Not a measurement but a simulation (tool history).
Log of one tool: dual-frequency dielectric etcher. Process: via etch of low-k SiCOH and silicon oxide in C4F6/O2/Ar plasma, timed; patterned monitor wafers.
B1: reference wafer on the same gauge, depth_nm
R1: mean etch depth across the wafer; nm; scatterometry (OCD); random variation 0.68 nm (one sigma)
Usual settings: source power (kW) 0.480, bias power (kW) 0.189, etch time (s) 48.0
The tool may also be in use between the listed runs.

{"run": 1, "day": 0.0, "source power (kW)": 0.4, "bias power (kW)": 0.189, "etch time (s)": 48.0, "B1": 165.1, "R1": 133.7}
{"run": 2, "day": 0.383, "source power (kW)": 0.4, "bias power (kW)": 0.189, "etch time (s)": 48.0, "B1": 165.0, "R1": 133.0}
{"run": 3, "day": 0.8, "source power (kW)": 0.4, "bias power (kW)": 0.189, "etch time (s)": 48.0, "B1": 164.9, "R1": 134.2}
{"run": 4, "day": 1.383, "source power (kW)": 0.48, "bias power (kW)": 0.189, "etch time (s)": 48.0, "B1": 165.1, "R1": 146.1}
{"run": 5, "day": 2.067, "source power (kW)": 0.48, "bias power (kW)": 0.189, "etch time (s)": 48.0, "B1": 165.0, "R1": 146.3}
{"day": 3.421, "done": "wet clean of the chamber"}
{"run": 6, "day": 3.442, "source power (kW)": 0.48, "bias power (kW)": 0.189, "etch time (s)": 48.0, "B1": 165.1, "R1": 146.3}
{"run": 7, "day": 3.454, "source power (kW)": 0.45, "bias power (kW)": 0.189, "etch time (s)": 48.0, "B1": 165.1, "R1": 142.5}
{"run": 8, "day": 3.85, "source power (kW)": 0.45, "bias power (kW)": 0.189, "etch time (s)": 48.0, "B1": 164.8, "R1": 141.5}
{"day": 4.133, "done": "gauge calibrated"}
{"run": 9, "day": 4.45, "source power (kW)": 0.45, "bias power (kW)": 0.189, "etch time (s)": 48.0, "B1": 165.0, "R1": 141.8}
{"run": 10, "day": 4.975, "source power (kW)": 0.48, "bias power (kW)": 0.167, "etch time (s)": 37.0, "B1": 164.9, "R1": 105.5}
{"run": 11, "day": 5.521, "source power (kW)": 0.43, "bias power (kW)": 0.215, "etch time (s)": 60.0, "B1": 164.9, "R1": 184.7}
{"run": 12, "day": 5.783, "source power (kW)": 0.48, "bias power (kW)": 0.189, "etch time (s)": 48.0, "B1": 165.0, "R1": 146.2}
{"run": 13, "day": 6.133, "source power (kW)": 0.48, "bias power (kW)": 0.189, "etch time (s)": 48.0, "B1": 165.0, "R1": 146.2}
{"run": 14, "day": 6.588, "source power (kW)": 0.58, "bias power (kW)": 0.215, "etch time (s)": 38.5, "B1": 165.0, "R1": 137.1}
{"day": 7.025, "done": "source power generator calibrated"}
{"day": 8.017, "done": "upper electrode replaced"}
{"run": 15, "day": 8.038, "source power (kW)": 0.48, "bias power (kW)": 0.189, "etch time (s)": 48.0, "B1": 164.9, "R1": 146.7}
{"run": 16, "day": 8.05, "source power (kW)": 0.48, "bias power (kW)": 0.223, "etch time (s)": 48.0, "B1": 165.0, "R1": 158.2}
{"run": 17, "day": 9.762, "source power (kW)": 0.48, "bias power (kW)": 0.167, "etch time (s)": 37.0, "B1": 165.1, "R1": 105.7}
{"day": 10.038, "done": "bias power generator calibrated"}
{"run": 18, "day": 10.4, "source power (kW)": 0.48, "bias power (kW)": 0.189, "etch time (s)": 48.0, "B1": 165.1, "R1": 147.7}
{"run": 19, "day": 10.725, "source power (kW)": 0.48, "bias power (kW)": 0.189, "etch time (s)": 48.0, "B1": 164.8, "R1": 145.3}
{"run": 20, "day": 11.967, "source power (kW)": 0.48, "bias power (kW)": 0.189, "etch time (s)": 48.0, "B1": 165.2, "R1": 146.5}
{"run": 21, "day": 12.617, "source power (kW)": 0.52, "bias power (kW)": 0.155, "etch time (s)": 56.5, "B1": 165.0, "R1": 162.8}
{"run": 22, "day": 13.142, "source power (kW)": 0.42, "bias power (kW)": 0.207, "etch time (s)": 48.0, "B1": 165.0, "R1": 144.2}
{"run": 23, "day": 13.842, "source power (kW)": 0.57, "bias power (kW)": 0.173, "etch time (s)": 41.0, "B1": 164.9, "R1": 130.0}
{"run": 24, "day": 14.55, "source power (kW)": 0.58, "bias power (kW)": 0.215, "etch time (s)": 38.5, "B1": 165.1, "R1": 137.7}
{"run": 25, "day": 14.833, "source power (kW)": 0.39, "bias power (kW)": 0.146, "etch time (s)": 38.5, "B1": 165.2, "R1": 92.6}
{"run": 26, "day": 15.375, "source power (kW)": 0.58, "bias power (kW)": 0.189, "etch time (s)": 48.0, "B1": 165.0, "R1": 160.7}
{"run": 27, "day": 16.088, "source power (kW)": 0.48, "bias power (kW)": 0.205, "etch time (s)": 48.0, "B1": 165.1, "R1": 152.9}
{"run": 28, "day": 16.508, "source power (kW)": 0.42, "bias power (kW)": 0.189, "etch time (s)": 48.0, "B1": 164.8, "R1": 137.3}
{"run": 29, "day": 16.833, "source power (kW)": 0.38, "bias power (kW)": 0.189, "etch time (s)": 48.0, "B1": 164.9, "R1": 130.7}

The tool's hidden state at each run:
etch rate over this chamber's usual, %: 0 in every run
source power that arrives over what is set, %: 0 in every run
bias power that arrives over what is set, %: 0 in every run
gauge reads high (%): 0 in every run
